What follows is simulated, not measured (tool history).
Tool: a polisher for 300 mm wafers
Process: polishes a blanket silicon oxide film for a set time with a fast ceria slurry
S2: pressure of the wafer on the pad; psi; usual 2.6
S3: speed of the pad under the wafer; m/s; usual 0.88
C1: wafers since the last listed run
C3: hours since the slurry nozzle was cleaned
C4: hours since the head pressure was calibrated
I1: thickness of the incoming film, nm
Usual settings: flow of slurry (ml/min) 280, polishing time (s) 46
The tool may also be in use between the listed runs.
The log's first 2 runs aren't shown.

{"run": 3, "day": 2.2, "flow of slurry (ml/min)": 280, "S2": 2.6, "S3": 0.88, "polishing time (s)": 46, "C1": 235, "wafers polished on this pad": 1002, "C3": 305, "C4": 257, "I1": 1716, "film removed (angstrom)": 6254}
{"run": 4, "day": 3.217, "flow of slurry (ml/min)": 280, "S2": 2.6, "S3": 0.88, "polishing time (s)": 46, "C1": 186, "wafers polished on this pad": 1189, "C3": 329.4, "C4": 281.4, "I1": 1693.6, "film removed (angstrom)": 6249}
{"run": 5, "day": 3.892, "flow of slurry (ml/min)": 280, "S2": 2.6, "S3": 0.88, "polishing time (s)": 46, "C1": 123, "wafers polished on this pad": 1312, "C3": 345.6, "C4": 297.6, "I1": 1698.3, "film removed (angstrom)": 6218}
{"day": 4.1, "done": "head pressure recalibrated"}
{"run": 6, "day": 4.521, "flow of slurry (ml/min)": 280, "S2": 2.6, "S3": 0.88, "polishing time (s)": 46, "C1": 99, "wafers polished on this pad": 1412, "C3": 360.7, "C4": 10.1, "I1": 1708.8, "film removed (angstrom)": 6206}
{"day": 5.608, "done": "worn pad replaced by a new one"}
{"run": 7, "day": 5.9, "flow of slurry (ml/min)": 355, "S2": 2.6, "S3": 1.06, "polishing time (s)": 46, "C1": 222, "wafers polished on this pad": 53, "C3": 393.8, "C4": 43.2, "I1": 1738.2, "film removed (angstrom)": 8028}
{"run": 8, "day": 6.717, "flow of slurry (ml/min)": 355, "S2": 2.6, "S3": 1.06, "polishing time (s)": 46, "C1": 149, "wafers polished on this pad": 202, "C3": 413.4, "C4": 62.8, "I1": 1728.1, "film removed (angstrom)": 8028}
{"run": 9, "day": 7.438, "flow of slurry (ml/min)": 355, "S2": 2.6, "S3": 1.06, "polishing time (s)": 46, "C1": 132, "wafers polished on this pad": 334, "C3": 430.7, "C4": 80.1, "I1": 1683.5, "film removed (angstrom)": 7870}
{"run": 10, "day": 8.317, "flow of slurry (ml/min)": 280, "S2": 2.6, "S3": 0.88, "polishing time (s)": 46, "C1": 160, "wafers polished on this pad": 495, "C3": 451.8, "C4": 101.2, "I1": 1722.6, "film removed (angstrom)": 6187}
{"run": 11, "day": 9.412, "flow of slurry (ml/min)": 280, "S2": 2.6, "S3": 0.88, "polishing time (s)": 46, "C1": 200, "wafers polished on this pad": 696, "C3": 478.1, "C4": 127.5, "I1": 1735.6, "film removed (angstrom)": 6189}
{"run": 12, "day": 10.004, "flow of slurry (ml/min)": 280, "S2": 2.6, "S3": 0.88, "polishing time (s)": 46, "C1": 108, "wafers polished on this pad": 804, "C3": 492.3, "C4": 141.7, "I1": 1718.8, "film removed (angstrom)": 6269}
{"run": 13, "day": 10.754, "flow of slurry (ml/min)": 280, "S2": 2.6, "S3": 0.88, "polishing time (s)": 46, "C1": 137, "wafers polished on this pad": 941, "C3": 510.3, "C4": 159.7, "I1": 1702.2, "film removed (angstrom)": 6092}
{"run": 14, "day": 11.429, "flow of slurry (ml/min)": 280, "S2": 2.6, "S3": 1, "polishing time (s)": 46, "C1": 123, "wafers polished on this pad": 1065, "C3": 526.5, "C4": 175.9, "I1": 1704.1, "film removed (angstrom)": 7053}
{"day": 13.062, "done": "slurry nozzle cleaned"}
{"day": 15.725, "done": "worn pad replaced by a new one, of another model than before"}
{"run": 15, "day": 15.775, "flow of slurry (ml/min)": 245, "S2": 2.1, "S3": 1.08, "polishing time (s)": 51, "C1": 757, "wafers polished on this pad": 9, "C3": 65.1, "C4": 280.2, "I1": 1729.5, "film removed (angstrom)": 6906}
{"run": 16, "day": 17.196, "flow of slurry (ml/min)": 280, "S2": 2.6, "S3": 1.14, "polishing time (s)": 46, "C1": 260, "wafers polished on this pad": 269, "C3": 99.2, "C4": 314.3, "I1": 1697.8, "film removed (angstrom)": 7576}
{"run": 17, "day": 18.025, "flow of slurry (ml/min)": 240, "S2": 2.3, "S3": 0.78, "polishing time (s)": 50, "C1": 151, "wafers polished on this pad": 421, "C3": 119.1, "C4": 334.2, "I1": 1710.7, "film removed (angstrom)": 5833}
{"day": 18.758, "done": "head pressure recalibrated"}
{"run": 18, "day": 20.654, "flow of slurry (ml/min)": 280, "S2": 3, "S3": 1.14, "polishing time (s)": 46, "C1": 466, "wafers polished on this pad": 887, "C3": 182.2, "C4": 45.5, "I1": 1720.2, "film removed (angstrom)": 7717}
{"run": 19, "day": 21.533, "flow of slurry (ml/min)": 315, "S2": 2.6, "S3": 1, "polishing time (s)": 46, "C1": 160, "wafers polished on this pad": 1048, "C3": 203.3, "C4": 66.6, "I1": 1688.6, "film removed (angstrom)": 6695}
{"run": 20, "day": 22.125, "flow of slurry (ml/min)": 280, "S2": 2.6, "S3": 0.88, "polishing time (s)": 46, "C1": 108, "wafers polished on this pad": 1156, "C3": 217.5, "C4": 80.8, "I1": 1697.3, "film removed (angstrom)": 6059}
{"run": 21, "day": 23.383, "flow of slurry (ml/min)": 230, "S2": 2.9, "S3": 0.88, "polishing time (s)": 46, "C1": 230, "wafers polished on this pad": 1387, "C3": 247.7, "C4": 111, "I1": 1726.6, "film removed (angstrom)": 6325}

Run 22 comes next. What will it give?
{"run": 22, "day": 24.554, "flow of slurry (ml/min)": 225, "S2": 2.6, "S3": 1.08, "polishing time (s)": 33, "C1": 214, "wafers polished on this pad": 1601, "C3": 275.8, "C4": 139.1, "I1": 1685.5, "film removed (angstrom)": "?"}

Run 22 gave film removed (angstrom) 4648.
Without the tool's hidden state the same run would have given film removed (angstrom) 5239.
